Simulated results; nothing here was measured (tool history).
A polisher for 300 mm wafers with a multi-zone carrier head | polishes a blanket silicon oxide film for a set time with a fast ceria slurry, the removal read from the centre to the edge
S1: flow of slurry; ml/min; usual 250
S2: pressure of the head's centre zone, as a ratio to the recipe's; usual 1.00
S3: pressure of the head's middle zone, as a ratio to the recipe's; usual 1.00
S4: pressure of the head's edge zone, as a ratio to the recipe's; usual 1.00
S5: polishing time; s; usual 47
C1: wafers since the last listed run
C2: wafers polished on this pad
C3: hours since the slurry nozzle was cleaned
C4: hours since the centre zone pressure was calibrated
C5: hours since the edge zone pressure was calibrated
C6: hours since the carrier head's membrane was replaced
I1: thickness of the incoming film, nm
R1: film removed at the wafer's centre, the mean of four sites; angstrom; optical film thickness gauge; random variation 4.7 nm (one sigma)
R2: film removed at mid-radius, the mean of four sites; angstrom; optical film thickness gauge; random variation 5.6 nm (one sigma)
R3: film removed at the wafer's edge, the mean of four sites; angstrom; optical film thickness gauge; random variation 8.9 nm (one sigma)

| run | hour | S1 | S2 | S3 | S4 | S5 | C1 | C2 | C3 | C4 | C5 | C6 | I1 | R1 | R2 | R3 |
|---|---|---|---|---|---|---|---|---|---|---|---|---|---|---|---|---|
| 1 | 0.0 | 250 | 1.00 | 1.00 | 1.00 | 47 | 0 | 957 | 218.7 | 1114.0 | 28.5 | 1625.0 | 2331.6 | 8363 | 7245 | 7088 |
| 2 | 13.4 | 250 | 1.00 | 1.00 | 1.00 | 47 | 145 | 1102 | 232.1 | 1127.4 | 41.9 | 1638.4 | 2323.9 | 8425 | 7241 | 7318 |
|  | 20.5 | centre zone pressure recalibrated |
| 3 | 31.2 | 250 | 1.06 | 1.00 | 1.00 | 47 | 171 | 1274 | 249.9 | 10.7 | 59.7 | 1656.2 | 2345.3 | 8021 | 7216 | 6968 |
|  | 39.3 | worn pad replaced by a new one |
| 4 | 48.1 | 250 | 1.10 | 0.96 | 1.00 | 47 | 140 | 95 | 266.8 | 27.6 | 76.6 | 1673.1 | 2332.1 | 8474 | 7036 | 7417 |
|  | 50.7 | slurry nozzle cleaned |
| 5 | 64.8 | 250 | 0.94 | 1.03 | 1.00 | 47 | 170 | 266 | 14.1 | 44.3 | 93.3 | 1689.8 | 2311.0 | 7284 | 7457 | 7256 |
| 6 | 80.4 | 295 | 1.00 | 1.00 | 0.94 | 47 | 169 | 435 | 29.7 | 59.9 | 108.9 | 1705.4 | 2256.2 | 7794 | 7342 | 6981 |
|  | 100.4 | carrier head's membrane replaced by a new one |
| 7 | 119.9 | 200 | 1.00 | 1.00 | 1.00 | 47 | 374 | 810 | 69.2 | 99.4 | 148.4 | 19.5 | 2273.7 | 7689 | 7135 | 7311 |
| 8 | 129.0 | 250 | 1.00 | 1.00 | 1.00 | 47 | 98 | 908 | 78.3 | 108.5 | 157.5 | 28.6 | 2288.7 | 7718 | 7285 | 7349 |
| 9 | 139.6 | 175 | 1.06 | 1.09 | 1.00 | 63 | 115 | 1024 | 88.9 | 119.1 | 168.1 | 39.2 | 2285.9 | 10601 | 10047 | 9587 |
| 10 | 157.3 | 250 | 1.00 | 1.00 | 1.00 | 47 | 192 | 1216 | 106.6 | 136.8 | 185.8 | 56.9 | 2281.4 | 7709 | 7135 | 7203 |
| 11 | 174.9 | 250 | 1.00 | 1.00 | 1.00 | 47 | 191 | 1407 | 124.2 | 154.4 | 203.4 | 74.5 | 2287.9 | 7805 | 7162 | 7097 |
|  | 183.6 | worn pad replaced by a new one |
| 12 | 185.7 | 250 | 1.00 | 1.00 | 1.00 | 47 | 73 | 22 | 135.0 | 165.2 | 214.2 | 85.3 | 2282.2 | 7918 | 7389 | 7438 |
| 13 | 201.0 | 175 | 1.00 | 1.00 | 0.94 | 35 | 166 | 188 | 150.3 | 180.5 | 229.5 | 100.6 | 2339.0 | 5790 | 5318 | 5163 |
| 14 | 207.7 | 250 | 1.00 | 0.90 | 1.00 | 47 | 72 | 261 | 157.0 | 187.2 | 236.2 | 107.3 | 2312.2 | 8075 | 6798 | 7282 |
| 15 | 214.3 | 250 | 1.00 | 1.00 | 1.08 | 47 | 71 | 333 | 163.6 | 193.8 | 242.8 | 113.9 | 2319.4 | 7909 | 7328 | 7649 |
| 16 | 223.4 | 250 | 1.00 | 1.00 | 1.00 | 47 | 98 | 432 | 172.7 | 202.9 | 251.9 | 123.0 | 2284.9 | 8012 | 7364 | 7311 |
| 17 | 229.8 | 225 | 1.00 | 1.00 | 1.00 | 47 | 69 | 501 | 179.1 | 209.3 | 258.3 | 129.4 | 2310.5 | 7988 | 7171 | 7163 |
| 18 | 242.2 | 250 | 1.00 | 1.00 | 1.07 | 47 | 134 | 636 | 191.5 | 221.7 | 270.7 | 141.8 | 2294.1 | 8066 | 7335 | 7277 |
| 19 | 254.6 | 280 | 0.95 | 1.00 | 1.07 | 47 | 134 | 770 | 203.9 | 234.1 | 283.1 | 154.2 | 2316.0 | 7640 | 7334 | 7609 |
|  | 286.2 | slurry nozzle cleaned |
| 20 | 298.5 | 250 | 1.00 | 1.04 | 1.00 | 47 | 465 | 1236 | 12.3 | 278.0 | 327.0 | 198.1 | 2271.5 | 8000 | 7396 | 7163 |
| 21 | 310.8 | 285 | 1.08 | 1.00 | 1.00 | 47 | 133 | 1370 | 24.6 | 290.3 | 339.3 | 210.4 | 2333.1 | 8708 | 7197 | 7239 |
| 22 | 317.0 | 250 | 1.00 | 1.00 | 1.00 | 47 | 67 | 1437 | 30.8 | 296.5 | 345.5 | 216.6 | 2273.8 | 7970 | 7241 | 7086 |
|  | 323.7 | worn pad replaced by a new one |
| 23 | 324.2 | 250 | 1.00 | 1.00 | 1.00 | 47 | 34 | 5 | 38.0 | 303.7 | 352.7 | 223.8 | 2269.8 | 8276 | 7451 | 7260 |

Forecast each of these 3 alternatives for the next run:
| A | 324.6 | 250 | 1.00 | 1.00 | 1.00 | 47 | 4 | 10 | 38.4 | 304.1 | 353.1 | 224.2 | 2295.4 | ? | ? | ? |
| B | 324.6 | 250 | 1.00 | 1.03 | 1.00 | 47 | 4 | 10 | 38.4 | 304.1 | 353.1 | 224.2 | 2295.4 | ? | ? | ? |
| C | 324.6 | 165 | 1.00 | 1.00 | 1.00 | 47 | 4 | 10 | 38.4 | 304.1 | 353.1 | 224.2 | 2295.4 | ? | ? | ? |

| run | R1 | R2 | R3 |
|---|---|---|---|
| A | 8164 | 7382 | 7176 |
| B | 8166 | 7556 | 7174 |
| C | 7899 | 7165 | 7018 |
Without the tool's hidden state the same runs would have given:
| run | R1 | R2 | R3 |
|---|---|---|---|
| A | 7600 | 7389 | 7181 |
| B | 7602 | 7563 | 7178 |
| C | 7353 | 7172 | 7022 |
